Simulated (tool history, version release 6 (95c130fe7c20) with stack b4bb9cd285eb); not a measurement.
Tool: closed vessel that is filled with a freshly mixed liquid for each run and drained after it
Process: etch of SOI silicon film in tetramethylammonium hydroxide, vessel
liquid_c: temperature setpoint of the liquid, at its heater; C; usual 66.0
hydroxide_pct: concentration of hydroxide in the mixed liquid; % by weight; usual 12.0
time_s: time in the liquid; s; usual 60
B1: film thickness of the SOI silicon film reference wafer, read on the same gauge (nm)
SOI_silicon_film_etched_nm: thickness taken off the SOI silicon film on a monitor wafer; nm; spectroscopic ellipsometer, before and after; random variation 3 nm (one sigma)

Run 1, hour 0.0: usual settings; B1 89.97. Result: SOI_silicon_film_etched_nm 356.86 nm.
Run 2, hour 71.4: usual settings but liquid_c 64.0 C, time_s 50 s; B1 89.97. Result: SOI_silicon_film_etched_nm 266.61 nm.
Run 3, hour 139.3: usual settings but liquid_c 64.0 C, time_s 50 s; B1 89.97. Result: SOI_silicon_film_etched_nm 261.26 nm.
Run 4, hour 229.2: usual settings but liquid_c 64.0 C, time_s 50 s; B1 89.98. Result: SOI_silicon_film_etched_nm 263.97 nm.
Run 5, hour 297.0: usual settings but hydroxide_pct 10.0 % by weight; B1 90.03. Result: SOI_silicon_film_etched_nm 388.39 nm.
Run 6, hour 393.3: usual settings but hydroxide_pct 10.0 % by weight; B1 89.99. Result: SOI_silicon_film_etched_nm 378.77 nm.
Run 7, hour 442.9: usual settings; B1 89.99. Result: SOI_silicon_film_etched_nm 357.12 nm.
At hour 513.0: hydroxide flow meter replaced.
At hour 513.8: thermometer replaced.
Run 8, hour 537.2: usual settings; B1 89.99. Result: SOI_silicon_film_etched_nm 340.31 nm.
Run 9, hour 634.0: usual settings but liquid_c 68.5 C, hydroxide_pct 13.5 % by weight, time_s 80 s; B1 89.99. Result: SOI_silicon_film_etched_nm 500.64 nm.
Run 10, hour 729.5: usual settings but liquid_c 63.0 C; B1 90.04. Result: SOI_silicon_film_etched_nm 279.79 nm.
At hour 765.6: gauge calibrated.
Run 11, hour 810.5: usual settings but liquid_c 72.0 C, time_s 45 s; B1 90.00. Result: SOI_silicon_film_etched_nm 362.80 nm.
Run 12, hour 889.6: usual settings but liquid_c 72.0 C, hydroxide_pct 13.5 % by weight; B1 89.98. Result: SOI_silicon_film_etched_nm 462.39 nm.
Run 13, hour 929.8: usual settings but hydroxide_pct 15.5 % by weight, time_s 45 s; B1 90.02. Result: SOI_silicon_film_etched_nm 227.17 nm.
Run 14, hour 1033.6: usual settings but liquid_c 61.0 C, hydroxide_pct 13.5 % by weight, time_s 80 s; B1 89.98. Result: SOI_silicon_film_etched_nm 317.52 nm.
Run 15, hour 1091.2: usual settings but liquid_c 63.0 C; B1 90.00. Result: SOI_silicon_film_etched_nm 285.92 nm.
Run 16, hour 1194.2: usual settings but liquid_c 62.5 C, hydroxide_pct 13.0 % by weight; B1 89.97. Result: SOI_silicon_film_etched_nm 262.80 nm.
At hour 1222.0: hydroxide flow meter replaced.
Run 17, hour 1410.8: usual settings; B1 89.98. Result: SOI_silicon_film_etched_nm 353.78 nm.

The same runs without the tool's hidden state, with the same run-to-run variation:
The hidden state here: liquid hotter than its thermometer reads (K); hydroxide flow above the setpoint (%); gauge reads high (%).
run  SOI_silicon_film_etched_nm
  1                      342.50
  2                      255.82
  3                      250.72
  4                      253.31
  5                      370.37
  6                      360.83
  7                      343.31
  8                      340.16
  9                      501.83
 10                      279.62
 11                      363.20
 12                      465.90
 13                      225.88
 14                      320.04
 15                      286.08
 16                      264.79
 17                      337.08
